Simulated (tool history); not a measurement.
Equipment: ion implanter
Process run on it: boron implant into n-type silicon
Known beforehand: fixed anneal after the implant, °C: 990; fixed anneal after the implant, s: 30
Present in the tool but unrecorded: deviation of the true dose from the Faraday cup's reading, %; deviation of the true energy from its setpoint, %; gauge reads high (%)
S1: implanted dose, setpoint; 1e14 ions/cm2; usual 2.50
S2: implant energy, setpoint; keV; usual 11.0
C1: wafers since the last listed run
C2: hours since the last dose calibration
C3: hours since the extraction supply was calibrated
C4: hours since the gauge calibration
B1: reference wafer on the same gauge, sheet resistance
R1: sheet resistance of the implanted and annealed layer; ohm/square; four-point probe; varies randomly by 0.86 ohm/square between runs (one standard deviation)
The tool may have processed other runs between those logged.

run   hour    S1    S2   C1      C2      C3     C4      B1      R1
  1    0.0  2.14  11.0    0  2137.5  5510.5  696.1  347.80  421.53
  2   18.5  2.50  11.0  199  2156.0  5529.0  714.6  347.78  370.75
  3   90.6  2.50  11.0  776  2228.1  5601.1  786.7  347.17  372.45
  4  106.6  2.50  11.0  172  2244.1  5617.1  802.7  347.33  371.68
  5  124.1  2.50   9.5  188  2261.6  5634.6  820.2  347.28  379.89
  6  149.1  2.50   9.5  269  2286.6  5659.6  845.2  347.08  376.13
     167.5  -- gauge calibrated
  7  176.9  2.35  11.0  299  2314.4  5687.4    9.4  351.39  395.53
  8  200.3  2.35  11.0  251  2337.8  5710.8   32.8  351.24  395.65
     224.4  -- Faraday cup replaced and dose calibrated
  9  224.9  2.50  11.0  178     0.5  5735.4   57.4  351.11  375.35
 10  252.6  2.50  11.0  298    28.2  5763.1   85.1  350.86  374.15
 11  271.3  2.68  11.0  201    46.9  5781.8  103.8  350.91  355.66
 12  287.4  2.50  11.0  173    63.0  5797.9  119.9  350.67  375.40
 13  320.6  2.50  13.0  357    96.2  5831.1  153.1  350.53  366.53
 14  348.6  2.50  13.0  301   124.2  5859.1  181.1  350.40  367.16
 15  367.3  2.50  10.0  201   142.9  5877.8  199.8  350.23  377.29
 16  394.5  2.20  11.0  292   170.1  5905.0  227.0  350.07  416.63
 17  415.0  2.50  11.0  220   190.6  5925.5  247.5  349.99  374.13
 18  427.1  2.50  11.0  130   202.7  5937.6  259.6  349.83  372.17
 19  452.1  2.50  11.0  269   227.7  5962.6  284.6  349.57  373.39
 20  476.9  2.31   8.5  266   252.5  5987.4  309.4  349.51  413.26
 21  505.4  2.13  11.0  306   281.0  6015.9  337.9  349.37  427.50
 22  539.3  2.29  13.5  364   314.9  6049.8  371.8  348.95  391.55
 23  574.9  2.50  11.0  383   350.5  6085.4  407.4  348.91  374.68

What does the tool deliver on the next run?
     596.3  -- extraction supply calibrated
 24  596.8  3.13  13.5  149  372.4  0.5  429.3   ?   ?

For run 24 the tool returned B1 348.72, R1 303.51 ohm/square.
If the tool had no hidden condition, the same run with the same run-to-run variation would have returned R1 306.32 ohm/square.
